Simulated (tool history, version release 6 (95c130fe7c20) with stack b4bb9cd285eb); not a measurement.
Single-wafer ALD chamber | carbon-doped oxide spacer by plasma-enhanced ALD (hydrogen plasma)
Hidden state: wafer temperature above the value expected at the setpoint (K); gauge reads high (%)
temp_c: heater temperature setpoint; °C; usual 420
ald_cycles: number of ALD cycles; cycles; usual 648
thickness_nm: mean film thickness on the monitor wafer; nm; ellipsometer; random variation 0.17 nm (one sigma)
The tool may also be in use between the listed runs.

| run | hour | temp_c | ald_cycles | wafers since the last listed run | hours since the last thermocouple change | hours since the gauge calibration | read-back reference wafer on the same gauge, thickness_nm | thickness_nm |
|---|---|---|---|---|---|---|---|---|
| 1 | 0 | 420 | 648 | 0 | 709.5 | 1441.2 | 34.84 | 28.995 |
| 2 | 82.4 | 420 | 732 | 65 | 791.9 | 1523.6 | 34.862 | 33.18 |
| 3 | 184.2 | 420 | 732 | 81 | 893.7 | 1625.4 | 34.994 | 33.109 |
| 4 | 285.2 | 420 | 732 | 80 | 994.7 | 1726.4 | 35.06 | 33.229 |
|  | 328.2 | thermocouple changed; heater temperature recalibrated |
| 5 | 338.2 | 420 | 648 | 35 | 10 | 1779.4 | 35.016 | 29.295 |
| 6 | 402.7 | 420 | 648 | 51 | 74.5 | 1843.9 | 35.124 | 29.453 |
| 7 | 504 | 420 | 648 | 80 | 175.8 | 1945.2 | 35.155 | 29.378 |
| 8 | 560.9 | 420 | 648 | 45 | 232.7 | 2002.1 | 35.258 | 29.448 |
| 9 | 606.9 | 420 | 648 | 36 | 278.7 | 2048.1 | 35.225 | 29.556 |
| 10 | 650.2 | 420 | 593 | 34 | 322 | 2091.4 | 35.215 | 26.887 |
| 11 | 722.7 | 420 | 593 | 57 | 394.5 | 2163.9 | 35.249 | 27.039 |
| 12 | 778.1 | 420 | 593 | 44 | 449.9 | 2219.3 | 35.35 | 27.265 |
| 13 | 832 | 420 | 648 | 43 | 503.8 | 2273.2 | 35.352 | 29.848 |
| 14 | 899.3 | 420 | 648 | 53 | 571.1 | 2340.5 | 35.386 | 30.092 |
| 15 | 942.5 | 425 | 648 | 34 | 614.3 | 2383.7 | 35.45 | 29.159 |
| 16 | 997.5 | 420 | 648 | 43 | 669.3 | 2438.7 | 35.425 | 29.683 |
| 17 | 1060.3 | 420 | 648 | 50 | 732.1 | 2501.5 | 35.489 | 29.872 |
|  | 1158.7 | thermocouple changed; heater temperature recalibrated |
| 18 | 1165.9 | 420 | 648 | 77 | 7.2 | 2607.1 | 35.531 | 29.966 |
| 19 | 1230.3 | 420 | 648 | 51 | 71.6 | 2671.5 | 35.616 | 29.947 |
|  | 1237 | gauge calibrated |
| 20 | 1310.9 | 420 | 648 | 64 | 152.2 | 73.9 | 33.865 | 28.221 |
| 21 | 1379.2 | 407 | 607 | 54 | 220.5 | 142.2 | 33.907 | 27.668 |
| 22 | 1451.7 | 415 | 648 | 57 | 293 | 214.7 | 33.879 | 29.167 |
| 23 | 1523.6 | 435 | 723 | 57 | 364.9 | 286.6 | 34.011 | 29.908 |
| 24 | 1584.9 | 420 | 648 | 48 | 426.2 | 347.9 | 34.013 | 28.406 |
| 25 | 1664.3 | 435 | 714 | 63 | 505.6 | 427.3 | 34.038 | 29.589 |
| 26 | 1745.3 | 420 | 648 | 64 | 586.6 | 508.3 | 34.131 | 28.252 |
| 27 | 1810.4 | 420 | 648 | 51 | 651.7 | 573.4 | 34.095 | 28.562 |
| 28 | 1873.4 | 415 | 681 | 50 | 714.7 | 636.4 | 34.179 | 30.665 |
| 29 | 1930 | 420 | 648 | 45 | 771.3 | 693 | 34.201 | 28.736 |
| 30 | 2022.5 | 420 | 648 | 73 | 863.8 | 785.5 | 34.271 | 28.742 |
| 31 | 2082.1 | 428 | 648 | 47 | 923.4 | 845.1 | 34.279 | 27.909 |
| 32 | 2124.3 | 435 | 720 | 33 | 965.6 | 887.3 | 34.388 | 29.89 |
|  | 2221.4 | thermocouple changed; heater temperature recalibrated |
| 33 | 2355.1 | 408 | 540 | 177 | 133.7 | 1118.1 | 34.493 | 25.081 |
| 34 | 2403.3 | 424 | 538 | 38 | 181.9 | 1166.3 | 34.468 | 23.599 |
| 35 | 2487.9 | 420 | 648 | 67 | 266.5 | 1250.9 | 34.493 | 29.092 |
| 36 | 2603.3 | 432 | 570 | 92 | 381.9 | 1366.3 | 34.632 | 24.401 |
| 37 | 2649 | 406 | 768 | 36 | 427.6 | 1412 | 34.66 | 36.065 |
| 38 | 2755.7 | 412 | 759 | 85 | 534.3 | 1518.7 | 34.712 | 34.906 |
| 39 | 2807.3 | 420 | 541 | 41 | 585.9 | 1570.3 | 34.728 | 24.244 |

4 ways to go on from here, each from the tool as it stands after run 39. What would each give?
| A | 2808.7 | 420 | 648 | 1 | 587.3 | 1571.7 | ? | ? |
| B | 2808.7 | 408 | 740 | 1 | 587.3 | 1571.7 | ? | ? |
| C | 2808.7 | 412 | 648 | 1 | 587.3 | 1571.7 | ? | ? |
| D | 2808.7 | 430 | 648 | 1 | 587.3 | 1571.7 | ? | ? |

| run | read-back reference wafer on the same gauge, thickness_nm | thickness_nm |
|---|---|---|
| A | 34.698 | 29.05 |
| B | 34.698 | 34.622 |
| C | 34.698 | 29.895 |
| D | 34.698 | 27.993 |
Without the tool's hidden state the same runs would have given:
| run | thickness_nm |
|---|---|
| A | 28.523 |
| B | 33.994 |
| C | 29.353 |
| D | 27.485 |
